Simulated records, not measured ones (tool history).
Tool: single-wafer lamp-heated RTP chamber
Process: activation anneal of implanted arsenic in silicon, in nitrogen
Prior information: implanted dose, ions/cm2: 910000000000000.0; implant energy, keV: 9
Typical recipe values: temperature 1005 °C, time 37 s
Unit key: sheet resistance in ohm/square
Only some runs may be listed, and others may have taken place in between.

run	day	temperature	time	wafers since the last listed run	wafers since the last pyrometer calibration	wafers since the reflector plate was cleaned	hours since the gauge calibration	read-back reference wafer on the same gauge, sheet resistance	sheet resistance
1	0	1005	37	0	1678	11173	155	121.99	124.51
2	1.967	1005	37	864	2543	12038	202.2	121.93	124.67
# day 4.146: reflector plate cleaned
3	5.992	1005	37	1622	4165	811	298.8	121.76	124.21
# day 6.996: pyrometer window cleaned and pyrometer calibrated
4	7.942	1005	37	710	415	1522	345.6	121.76	124.17
5	10.283	1029	37	1029	1444	2551	401.8	121.52	113.59
6	14.642	1005	37	1915	3359	4466	506.4	121.31	123.82
7	17.558	1005	37	1281	4641	5748	576.4	121.09	123.16
# day 18.283: pyrometer window cleaned and pyrometer calibrated
8	19.083	1005	37	523	352	6272	613	120.9	123.61
9	21.546	1022	37	1082	1434	7354	672.1	120.78	115.27
10	23.638	1026	55	919	2353	8273	722.3	120.61	108.13
11	26.667	1005	30	1331	3685	9605	795	120.33	127.45
12	30.517	1017	37	1692	5377	11297	887.4	119.96	116.8
# day 31.067: pyrometer window cleaned and pyrometer calibrated
13	32.933	982	37	915	820	12212	945.4	119.65	136.22
# day 34.104: reflector plate cleaned
14	37.375	1025	21	1805	2626	1437	1052	119.03	122.13
15	41.262	1023	54	1708	4335	3146	1145.3	118.47	107.79
# day 43.383: gauge calibrated
# day 43.854: pyrometer window cleaned and pyrometer calibrated
16	45.367	981	44	1657	664	4803	47.6	121.95	135.27
17	47.608	1005	37	985	1650	5788	101.4	121.89	123.78

Expected results for the next run?
18	51.083	1005	37	1527	3177	7315	184.8	?	?

read-back reference wafer on the same gauge, sheet resistance: 121.93
sheet resistance: 124.32 ohm/square
The same run, on a tool lacking any hidden state, would have yielded sheet resistance 124.44 ohm/square.
